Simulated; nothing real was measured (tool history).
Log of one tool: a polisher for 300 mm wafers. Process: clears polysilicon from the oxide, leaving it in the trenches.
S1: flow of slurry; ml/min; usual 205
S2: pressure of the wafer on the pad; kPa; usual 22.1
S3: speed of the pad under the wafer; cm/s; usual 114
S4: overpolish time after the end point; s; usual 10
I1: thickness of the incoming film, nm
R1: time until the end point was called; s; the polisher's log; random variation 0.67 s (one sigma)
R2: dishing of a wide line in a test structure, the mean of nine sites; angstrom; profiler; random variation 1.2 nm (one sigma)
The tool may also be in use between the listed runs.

run 1 hour=0.0 | S1=205 S2=22.1 S3=114 S4=10 | I1=763.9 | R1=41.0 R2=640
run 2 hour=15.2 | S1=205 S2=22.1 S3=114 S4=10 | I1=768.2 | R1=42.2 R2=605
-- hour=33.9 worn pad replaced by a new one
run 3 hour=34.4 | S1=205 S2=22.1 S3=114 S4=10 | I1=773.3 | R1=41.0 R2=644
run 4 hour=42.7 | S1=205 S2=26.9 S3=96 S4=10 | I1=762.0 | R1=39.7 R2=632
run 5 hour=56.1 | S1=205 S2=26.9 S3=96 S4=10 | I1=764.4 | R1=38.9 R2=627
run 6 hour=73.1 | S1=205 S2=22.1 S3=114 S4=10 | I1=757.5 | R1=38.5 R2=637
run 7 hour=79.9 | S1=205 S2=22.1 S3=114 S4=9 | I1=761.8 | R1=39.4 R2=610
run 8 hour=95.4 | S1=205 S2=22.1 S3=114 S4=9 | I1=771.7 | R1=40.2 R2=584
run 9 hour=109.9 | S1=205 S2=22.1 S3=88 S4=10 | I1=768.5 | R1=52.2 R2=592
-- hour=143.5 worn pad replaced by a new one
run 10 hour=157.9 | S1=205 S2=22.1 S3=88 S4=10 | I1=753.5 | R1=52.1 R2=571
run 11 hour=165.6 | S1=205 S2=22.1 S3=88 S4=10 | I1=775.8 | R1=52.4 R2=567
run 12 hour=176.4 | S1=205 S2=22.1 S3=114 S4=10 | I1=766.0 | R1=39.5 R2=640
run 13 hour=194.3 | S1=205 S2=22.1 S3=114 S4=10 | I1=770.0 | R1=40.8 R2=625
run 14 hour=209.3 | S1=205 S2=22.1 S3=114 S4=10 | I1=761.1 | R1=40.3 R2=628
run 15 hour=225.9 | S1=205 S2=22.1 S3=114 S4=10 | I1=764.8 | R1=41.2 R2=634
run 16 hour=238.9 | S1=205 S2=22.1 S3=114 S4=10 | I1=774.4 | R1=39.9 R2=616
-- hour=248.6 worn pad replaced by a new one
run 17 hour=252.9 | S1=160 S2=19.3 S3=114 S4=7 | I1=771.9 | R1=48.8 R2=533
run 18 hour=270.8 | S1=205 S2=22.1 S3=114 S4=10 | I1=763.6 | R1=39.9 R2=616
run 19 hour=279.0 | S1=270 S2=22.1 S3=114 S4=10 | I1=774.3 | R1=38.3 R2=650
run 20 hour=286.7 | S1=205 S2=22.1 S3=114 S4=10 | I1=758.3 | R1=39.4 R2=635
run 21 hour=293.3 | S1=205 S2=20.0 S3=134 S4=10 | I1=773.8 | R1=37.7 R2=638
-- hour=294.9 slurry nozzle cleaned
run 22 hour=305.1 | S1=175 S2=27.6 S3=128 S4=14 | I1=755.5 | R1=29.5 R2=695
run 23 hour=319.2 | S1=270 S2=22.1 S3=128 S4=10 | I1=758.8 | R1=34.5 R2=648
run 24 hour=333.1 | S1=135 S2=18.6 S3=114 S4=10 | I1=777.9 | R1=51.6 R2=585
-- hour=342.2 head pressure recalibrated
run 25 hour=344.3 | S1=205 S2=22.1 S3=114 S4=10 | I1=777.0 | R1=44.2 R2=629
-- hour=351.1 worn pad replaced by a new one
run 26 hour=360.9 | S1=245 S2=22.1 S3=132 S4=10 | I1=772.2 | R1=36.5 R2=618
run 27 hour=369.7 | S1=205 S2=17.2 S3=140 S4=10 | I1=779.4 | R1=46.2 R2=617
run 28 hour=376.8 | S1=205 S2=22.1 S3=114 S4=14 | I1=774.8 | R1=43.0 R2=681
run 29 hour=391.1 | S1=140 S2=20.0 S3=88 S4=14 | I1=768.7 | R1=65.1 R2=598
run 30 hour=407.8 | S1=240 S2=17.9 S3=114 S4=6 | I1=762.3 | R1=50.2 R2=464
run 31 hour=419.8 | S1=205 S2=22.1 S3=114 S4=10 | I1=776.4 | R1=42.0 R2=614

Run 32 comes next. What will it give?
run 32 hour=437.2 | S1=175 S2=22.1 S3=114 S4=10 | I1=752.3 | R1=? R2=?

R1: 41.2 s
R2: 640 angstrom
Without the tool's hidden state the same run would have given R1 43.3 s, R2 632 angstrom.
